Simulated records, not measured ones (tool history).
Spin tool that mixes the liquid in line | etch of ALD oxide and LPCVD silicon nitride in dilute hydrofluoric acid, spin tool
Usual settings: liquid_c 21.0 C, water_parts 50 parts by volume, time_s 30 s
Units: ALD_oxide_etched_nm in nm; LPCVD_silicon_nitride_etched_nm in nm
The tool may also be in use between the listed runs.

| run | hour | liquid_c | water_parts | time_s | read-back film thickness of the ALD oxide reference wafer, read on the same gauge (nm) | read-back film thickness of the LPCVD silicon nitride reference wafer, read on the same gauge (nm) | ALD_oxide_etched_nm | LPCVD_silicon_nitride_etched_nm |
|---|---|---|---|---|---|---|---|---|
| 1 | 0.0 | 21.0 | 50 | 30 | 100.00 | 139.960 | 13.58 | 0.298 |
| 2 | 48.7 | 21.0 | 50 | 30 | 100.00 | 140.035 | 13.64 | 0.254 |
| 3 | 119.1 | 21.0 | 50 | 30 | 100.01 | 140.017 | 13.60 | 0.245 |
| 4 | 171.3 | 21.0 | 50 | 20 | 100.01 | 140.002 | 9.02 | 0.128 |
| 5 | 208.2 | 21.0 | 50 | 30 | 100.00 | 140.009 | 13.56 | 0.234 |
| 6 | 277.5 | 21.0 | 50 | 30 | 99.99 | 139.965 | 13.51 | 0.296 |
| 7 | 309.2 | 23.0 | 50 | 30 | 100.01 | 139.979 | 14.62 | 0.323 |
|  | 386.0 | thermometer replaced |
| 8 | 411.8 | 17.5 | 50 | 30 | 100.00 | 140.032 | 11.51 | 0.198 |
| 9 | 474.3 | 17.5 | 50 | 30 | 99.98 | 140.004 | 11.51 | 0.205 |
| 10 | 522.9 | 21.0 | 65 | 35 | 100.00 | 140.044 | 11.54 | 0.190 |
| 11 | 577.3 | 17.5 | 75 | 20 | 99.99 | 140.034 | 4.91 | 0.076 |
|  | 584.6 | hydrofluoric acid flow meter replaced |
| 12 | 624.4 | 25.5 | 50 | 30 | 100.00 | 140.012 | 18.13 | 0.339 |
|  | 654.9 | gauge calibrated |
| 13 | 674.1 | 19.5 | 75 | 45 | 100.01 | 139.993 | 13.73 | 0.282 |
| 14 | 724.3 | 21.0 | 65 | 30 | 100.02 | 140.004 | 11.21 | 0.257 |
| 15 | 779.8 | 19.5 | 75 | 45 | 100.01 | 140.025 | 13.63 | 0.173 |
| 16 | 818.2 | 23.0 | 25 | 30 | 100.01 | 140.011 | 33.52 | 0.603 |
| 17 | 853.3 | 21.0 | 30 | 15 | 100.00 | 139.956 | 12.77 | 0.240 |
| 18 | 908.3 | 18.0 | 70 | 30 | 99.99 | 139.983 | 9.05 | 0.133 |
| 19 | 932.7 | 21.0 | 50 | 30 | 100.03 | 140.041 | 14.73 | 0.290 |

Forecast each of these 3 alternatives for the next run:
| A | 933.1 | 19.5 | 50 | 30 | ? | ? | ? | ? |
| B | 933.1 | 21.0 | 50 | 15 | ? | ? | ? | ? |
| C | 933.1 | 21.0 | 30 | 30 | ? | ? | ? | ? |

| run | read-back film thickness of the ALD oxide reference wafer, read on the same gauge (nm) | read-back film thickness of the LPCVD silicon nitride reference wafer, read on the same gauge (nm) | ALD_oxide_etched_nm | LPCVD_silicon_nitride_etched_nm |
|---|---|---|---|---|
| A | 100.02 | 140.030 | 13.75 | 0.263 |
| B | 100.02 | 140.030 | 7.32 | 0.146 |
| C | 100.02 | 140.030 | 25.06 | 0.480 |
Without the tool's hidden state the same runs would have given:
| run | ALD_oxide_etched_nm | LPCVD_silicon_nitride_etched_nm |
|---|---|---|
| A | 14.43 | 0.275 |
| B | 7.69 | 0.153 |
| C | 26.28 | 0.501 |
